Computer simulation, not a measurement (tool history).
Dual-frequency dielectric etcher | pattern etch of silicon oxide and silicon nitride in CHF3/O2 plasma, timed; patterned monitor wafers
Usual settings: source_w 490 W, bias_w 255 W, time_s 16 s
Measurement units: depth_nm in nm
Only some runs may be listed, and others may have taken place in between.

run     day  source_w  bias_w  time_s  wafers since the last listed run  hours since the last wet clean  hours since the last source power generator calibration  hours since the last bias power generator calibration  hours since the last upper electrode change  hours since the gauge calibration  read-back reference wafer on the same gauge, depth_nm  depth_nm
  1       0       490     255      16                                 0                           534.8                                                   3370.9                                                 1286.4                                       5821.3                              114.7                                                  29.32     24.89
  2   1.317       490     255      16                               740                           566.4                                                   3402.5                                                   1318                                       5852.9                              146.3                                                  29.32     24.98
  3    3.35       490     255      16                              1144                           615.2                                                   3451.3                                                 1366.8                                       5901.7                              195.1                                                  29.34     24.89
  4   5.492       490     255      16                              1205                           666.6                                                   3502.7                                                 1418.2                                       5953.1                              246.5                                                   29.3     24.93
      7.183  -- wet clean of the chamber
  5  12.133       490     255      16                              3174                           118.8                                                   3662.1                                                 1577.6                                       6112.5                              405.9                                                  29.34     24.73
  6  13.612       490     255      16                               832                           154.3                                                   3697.6                                                 1613.1                                         6148                              441.4                                                  29.32     24.71
  7  16.158       490     255      16                              1432                           215.4                                                   3758.7                                                 1674.2                                       6209.1                              502.5                                                  29.31      24.7
  8  18.017       490     255      16                              1045                             260                                                   3803.3                                                 1718.8                                       6253.7                              547.1                                                   29.3     24.65
  9  20.488       490     220      16                              1390                           319.3                                                   3862.6                                                 1778.1                                         6313                              606.4                                                  29.29     23.72
     22.862  -- upper electrode replaced
 10  22.917       490     220      16                               804                           377.6                                                   3920.9                                                 1836.4                                          1.3                              664.7                                                  29.29     23.72
 11  25.583       490     255      16                              1500                           441.6                                                   3984.9                                                 1900.4                                         65.3                              728.7                                                   29.3      24.8
 12   27.25       490     255      16                               937                           481.6                                                   4024.9                                                 1940.4                                        105.3                              768.7                                                  29.34     24.93
     27.538  -- source power generator calibrated
 13  28.788       490     255      16                               771                           518.5                                                       30                                                 1977.3                                        142.2                              805.6                                                  29.29        25
 14  31.533       490     255      16                              1545                           584.4                                                     95.9                                                 2043.2                                        208.1                              871.5                                                  29.33     24.84
 15  32.771       590     255      16                               696                           614.1                                                    125.6                                                 2072.9                                        237.8                              901.2                                                  29.27     26.26
     34.817  -- wet clean of the chamber
 16  34.838       490     255      16                               600                             0.5                                                    175.2                                                 2122.5                                        287.4                              950.8                                                   29.3     24.55
 17  35.079       490     255      16                               135                             6.3                                                      181                                                 2128.3                                        293.2                              956.6                                                  29.31     24.65
 18  36.404       490     255      16                               745                            38.1                                                    212.8                                                 2160.1                                          325                              988.4                                                  29.29     24.66
 19  38.225       490     255      16                              1024                            81.8                                                    256.5                                                 2203.8                                        368.7                             1032.1                                                  29.28     24.76
       39.4  -- bias power generator calibrated
     43.246  -- gauge calibrated
 20  46.812       580     234    17.5                              4738                           287.9                                                    462.6                                                  177.9                                        574.8                               85.6                                                  29.28     27.78
 21  50.283       590     193    17.5                              1953                           371.2                                                    545.9                                                  261.2                                        658.1                              168.9                                                  29.29     26.56
 22  52.529       610     275      16                              1263                           425.1                                                    599.8                                                  315.1                                          712                              222.8                                                   29.3     26.98
 23  55.125       520     255    17.5                              1460                           487.4                                                    662.1                                                  377.4                                        774.3                              285.1                                                  29.32     27.74
 24  56.442       450     255      18                               740                             519                                                    693.7                                                    409                                        805.9                              316.7                                                  29.28     27.28
 25  58.371       490     229      16                              1085                           565.3                                                      740                                                  455.3                                        852.2                                363                                                  29.31     24.14
       60.1  -- wet clean of the chamber
 26  60.121       580     217      16                               422                             0.5                                                      782                                                  497.3                                        894.2                                405                                                  29.28     24.69
 27      62       490     304      16                              1057                            45.6                                                    827.1                                                  542.4                                        939.3                              450.1                                                  29.32     25.92
 28  63.912       490     255    20.5                              1076                            91.5                                                      873                                                  588.3                                        985.2                                496                                                  29.29     31.59

Each row is a separate what-if for the run after 28, all from the same tool condition, not one after another. Results?
  A  63.929       490     255      16                                 9                            91.9                                                    873.4                                                  588.7                                        985.6                              496.4                                                      ?         ?
  B  63.929       430     282    13.5                                 9                            91.9                                                    873.4                                                  588.7                                        985.6                              496.4                                                      ?         ?
  C  63.929       430     255      16                                 9                            91.9                                                    873.4                                                  588.7                                        985.6                              496.4                                                      ?         ?
  D  63.929       490     255      13                                 9                            91.9                                                    873.4                                                  588.7                                        985.6                              496.4                                                      ?         ?
  E  63.929       490     255      20                                 9                            91.9                                                    873.4                                                  588.7                                        985.6                              496.4                                                      ?         ?

run  read-back reference wafer on the same gauge, depth_nm  depth_nm
  A                                                  29.32     24.65
  B                                                  29.32     20.66
  C                                                  29.32     23.78
  D                                                  29.32     20.03
  E                                                  29.32     30.82
With no hidden state in the tool, these same runs would have given:
run  depth_nm
  A     24.62
  B     20.64
  C     23.75
  D     20.01
  E     30.78

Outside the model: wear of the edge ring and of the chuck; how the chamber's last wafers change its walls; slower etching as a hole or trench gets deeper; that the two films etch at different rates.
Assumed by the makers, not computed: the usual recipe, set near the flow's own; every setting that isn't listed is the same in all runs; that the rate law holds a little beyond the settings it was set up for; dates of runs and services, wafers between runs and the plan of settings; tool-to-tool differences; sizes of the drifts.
